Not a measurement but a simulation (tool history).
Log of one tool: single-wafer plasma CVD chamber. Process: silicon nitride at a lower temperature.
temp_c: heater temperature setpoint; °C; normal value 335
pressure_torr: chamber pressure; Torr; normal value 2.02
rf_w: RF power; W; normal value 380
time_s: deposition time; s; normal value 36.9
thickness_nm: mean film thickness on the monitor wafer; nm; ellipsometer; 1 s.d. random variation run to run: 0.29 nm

| run | hour | temp_c | pressure_torr | rf_w | time_s | read-back reference wafer on the same gauge, thickness_nm | thickness_nm |
|---|---|---|---|---|---|---|---|
| 1 | 0 | 335 | 1.8 | 380 | 36.9 | 49.76 | 54.069 |
| 2 | 89.4 | 335 | 2.02 | 380 | 36.9 | 49.658 | 54.887 |
| 3 | 181.2 | 335 | 2.02 | 380 | 36.9 | 49.638 | 54.441 |
| 4 | 220.9 | 335 | 2.02 | 380 | 36.9 | 49.622 | 54.796 |
| 5 | 308.4 | 335 | 2.02 | 380 | 36.9 | 49.551 | 54.657 |
|  | 355.9 | showerhead replaced |
| 6 | 395.9 | 335 | 2.02 | 380 | 36.9 | 49.52 | 55.11 |
| 7 | 489.4 | 335 | 2.02 | 380 | 36.9 | 49.46 | 55.189 |
| 8 | 543.9 | 346 | 2.45 | 380 | 36.9 | 49.375 | 55.627 |
|  | 584.5 | RF generator calibrated |
| 9 | 631.2 | 335 | 2.02 | 405 | 42 | 49.377 | 64.344 |
| 10 | 669.3 | 335 | 2.02 | 380 | 36.9 | 49.337 | 54.818 |
| 11 | 729.6 | 335 | 1.8 | 425 | 36.9 | 49.243 | 57.97 |
| 12 | 792.8 | 335 | 2.02 | 380 | 36.9 | 49.194 | 54.173 |
| 13 | 842.2 | 335 | 2.02 | 380 | 39.8 | 49.156 | 58.661 |
| 14 | 936.7 | 327 | 2.2 | 380 | 36.9 | 49.033 | 54.809 |
|  | 957.6 | capacitance manometer re-zeroed and calibrated |
| 15 | 976.7 | 321 | 2.02 | 380 | 42.8 | 48.993 | 63.268 |

What will run 16 give?
| 16 | 1041.9 | 335 | 2.26 | 380 | 36.9 | ? | ? |

For run 16 the tool returned read-back reference wafer on the same gauge, thickness_nm 48.963, thickness_nm 55.005 nm.
With no hidden state in the tool, this same run would have given thickness_nm 56.066 nm.

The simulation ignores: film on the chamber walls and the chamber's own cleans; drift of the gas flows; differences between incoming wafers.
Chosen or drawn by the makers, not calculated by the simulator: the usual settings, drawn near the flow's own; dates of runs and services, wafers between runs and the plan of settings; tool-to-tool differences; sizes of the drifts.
